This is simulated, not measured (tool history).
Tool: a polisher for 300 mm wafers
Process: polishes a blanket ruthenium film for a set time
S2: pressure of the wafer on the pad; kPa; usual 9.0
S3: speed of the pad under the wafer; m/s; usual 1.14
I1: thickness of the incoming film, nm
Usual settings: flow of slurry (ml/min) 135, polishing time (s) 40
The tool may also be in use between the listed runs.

run 1 day=0.000 | flow_of_slurry_(ml/min)=135 S2=9.0 S3=1.14 polishing_time_(s)=40 | I1=410.6 | film_removed_(nm)=32.0
run 2 day=1.950 | flow_of_slurry_(ml/min)=135 S2=9.0 S3=1.14 polishing_time_(s)=40 | I1=412.3 | film_removed_(nm)=32.3
run 3 day=5.321 | flow_of_slurry_(ml/min)=135 S2=9.0 S3=1.14 polishing_time_(s)=40 | I1=408.6 | film_removed_(nm)=31.7
run 4 day=7.517 | flow_of_slurry_(ml/min)=135 S2=9.0 S3=1.14 polishing_time_(s)=40 | I1=419.0 | film_removed_(nm)=31.5
-- day=7.942 head pressure recalibrated
run 5 day=9.912 | flow_of_slurry_(ml/min)=135 S2=9.0 S3=0.88 polishing_time_(s)=40 | I1=406.8 | film_removed_(nm)=23.7
run 6 day=13.317 | flow_of_slurry_(ml/min)=135 S2=9.0 S3=0.88 polishing_time_(s)=40 | I1=404.9 | film_removed_(nm)=23.4
run 7 day=15.467 | flow_of_slurry_(ml/min)=135 S2=9.0 S3=0.88 polishing_time_(s)=40 | I1=407.3 | film_removed_(nm)=23.5
run 8 day=17.254 | flow_of_slurry_(ml/min)=135 S2=7.6 S3=1.14 polishing_time_(s)=40 | I1=413.3 | film_removed_(nm)=27.4
run 9 day=21.721 | flow_of_slurry_(ml/min)=135 S2=7.6 S3=1.14 polishing_time_(s)=40 | I1=401.7 | film_removed_(nm)=27.7
run 10 day=24.538 | flow_of_slurry_(ml/min)=135 S2=7.6 S3=1.14 polishing_time_(s)=40 | I1=408.0 | film_removed_(nm)=27.1
-- day=26.000 worn pad replaced by a new one
-- day=26.600 slurry nozzle cleaned
run 11 day=26.629 | flow_of_slurry_(ml/min)=135 S2=9.0 S3=1.14 polishing_time_(s)=40 | I1=406.2 | film_removed_(nm)=33.2
run 12 day=28.133 | flow_of_slurry_(ml/min)=135 S2=9.0 S3=1.14 polishing_time_(s)=40 | I1=414.1 | film_removed_(nm)=32.5
run 13 day=31.212 | flow_of_slurry_(ml/min)=135 S2=9.0 S3=1.14 polishing_time_(s)=40 | I1=411.8 | film_removed_(nm)=32.1
run 14 day=34.796 | flow_of_slurry_(ml/min)=135 S2=9.0 S3=1.14 polishing_time_(s)=40 | I1=410.2 | film_removed_(nm)=31.1
-- day=35.804 head pressure recalibrated
run 15 day=36.842 | flow_of_slurry_(ml/min)=135 S2=6.9 S3=0.96 polishing_time_(s)=52 | I1=412.8 | film_removed_(nm)=28.7
run 16 day=48.338 | flow_of_slurry_(ml/min)=160 S2=9.0 S3=1.14 polishing_time_(s)=54 | I1=408.2 | film_removed_(nm)=41.7
run 17 day=51.000 | flow_of_slurry_(ml/min)=135 S2=9.0 S3=0.78 polishing_time_(s)=40 | I1=416.7 | film_removed_(nm)=20.6
-- day=54.000 slurry nozzle cleaned
-- day=56.492 worn pad replaced by a new one
run 18 day=63.375 | flow_of_slurry_(ml/min)=100 S2=9.0 S3=1.34 polishing_time_(s)=36 | I1=414.7 | film_removed_(nm)=31.6
run 19 day=66.800 | flow_of_slurry_(ml/min)=135 S2=9.0 S3=1.14 polishing_time_(s)=40 | I1=412.5 | film_removed_(nm)=31.8
run 20 day=68.950 | flow_of_slurry_(ml/min)=135 S2=11.0 S3=1.14 polishing_time_(s)=35 | I1=405.3 | film_removed_(nm)=30.1
-- day=69.038 head pressure recalibrated
run 21 day=70.917 | flow_of_slurry_(ml/min)=135 S2=9.0 S3=0.78 polishing_time_(s)=44 | I1=406.3 | film_removed_(nm)=23.0
run 22 day=73.496 | flow_of_slurry_(ml/min)=135 S2=6.9 S3=1.28 polishing_time_(s)=40 | I1=408.6 | film_removed_(nm)=30.3
run 23 day=76.642 | flow_of_slurry_(ml/min)=135 S2=12.4 S3=1.14 polishing_time_(s)=29 | I1=406.5 | film_removed_(nm)=26.5
run 24 day=78.996 | flow_of_slurry_(ml/min)=135 S2=9.0 S3=1.14 polishing_time_(s)=40 | I1=413.7 | film_removed_(nm)=30.2
run 25 day=81.208 | flow_of_slurry_(ml/min)=160 S2=6.2 S3=1.14 polishing_time_(s)=40 | I1=404.0 | film_removed_(nm)=25.2
-- day=83.371 slurry nozzle cleaned
-- day=85.108 worn pad replaced by a new one
run 26 day=85.408 | flow_of_slurry_(ml/min)=135 S2=11.0 S3=1.14 polishing_time_(s)=35 | I1=411.8 | film_removed_(nm)=33.0
run 27 day=87.771 | flow_of_slurry_(ml/min)=95 S2=11.7 S3=1.50 polishing_time_(s)=40 | I1=408.6 | film_removed_(nm)=47.2
run 28 day=89.879 | flow_of_slurry_(ml/min)=135 S2=9.0 S3=1.14 polishing_time_(s)=40 | I1=411.2 | film_removed_(nm)=32.6
run 29 day=92.208 | flow_of_slurry_(ml/min)=135 S2=10.3 S3=0.78 polishing_time_(s)=48 | I1=414.4 | film_removed_(nm)=27.5
-- day=94.738 head pressure recalibrated
run 30 day=95.004 | flow_of_slurry_(ml/min)=135 S2=9.0 S3=1.14 polishing_time_(s)=40 | I1=417.5 | film_removed_(nm)=31.1
run 31 day=96.825 | flow_of_slurry_(ml/min)=105 S2=9.0 S3=1.14 polishing_time_(s)=26 | I1=408.5 | film_removed_(nm)=18.4
run 32 day=100.196 | flow_of_slurry_(ml/min)=135 S2=6.2 S3=0.92 polishing_time_(s)=27 | I1=412.4 | film_removed_(nm)=13.2
run 33 day=104.429 | flow_of_slurry_(ml/min)=95 S2=9.0 S3=1.14 polishing_time_(s)=32 | I1=408.7 | film_removed_(nm)=22.0
run 34 day=107.362 | flow_of_slurry_(ml/min)=135 S2=12.4 S3=1.24 polishing_time_(s)=49 | I1=407.2 | film_removed_(nm)=50.2
run 35 day=111.692 | flow_of_slurry_(ml/min)=135 S2=8.3 S3=1.14 polishing_time_(s)=31 | I1=413.9 | film_removed_(nm)=22.0
-- day=113.325 worn pad replaced by a new one
run 36 day=113.962 | flow_of_slurry_(ml/min)=105 S2=6.9 S3=0.96 polishing_time_(s)=52 | I1=411.2 | film_removed_(nm)=30.7
-- day=116.804 slurry nozzle cleaned
run 37 day=116.829 | flow_of_slurry_(ml/min)=135 S2=12.4 S3=1.24 polishing_time_(s)=49 | I1=410.5 | film_removed_(nm)=55.0

What the log doesn't show, run by run:
slurry flow missing at the pad, %: 0 in every run
deviation of the head's pressure from its setpoint, %: 0 in every run
H1: removal rate lost through wear of the pad, %
run=1 H1=5.94
run=2 H1=7.26
run=3 H1=9
run=4 H1=9.85
run=5 H1=10.6
run=6 H1=11.4
run=7 H1=11.7
run=8 H1=12
run=9 H1=12.4
run=10 H1=12.6
run=11 H1=2.69
run=12 H1=4.36
run=13 H1=7.08
run=14 H1=9.32
run=15 H1=10.3
run=16 H1=13.1
run=17 H1=13.4
run=18 H1=7.69
run=19 H1=9.51
run=20 H1=10.4
run=21 H1=11
run=22 H1=11.7
run=23 H1=12.2
run=24 H1=12.6
run=25 H1=12.8
run=26 H1=2.72
run=27 H1=5.32
run=28 H1=7.16
run=29 H1=8.79
run=30 H1=10.3
run=31 H1=11.1
run=32 H1=12.1
run=33 H1=13.1
run=34 H1=13.5
run=35 H1=14
run=36 H1=1.33
run=37 H1=4.3

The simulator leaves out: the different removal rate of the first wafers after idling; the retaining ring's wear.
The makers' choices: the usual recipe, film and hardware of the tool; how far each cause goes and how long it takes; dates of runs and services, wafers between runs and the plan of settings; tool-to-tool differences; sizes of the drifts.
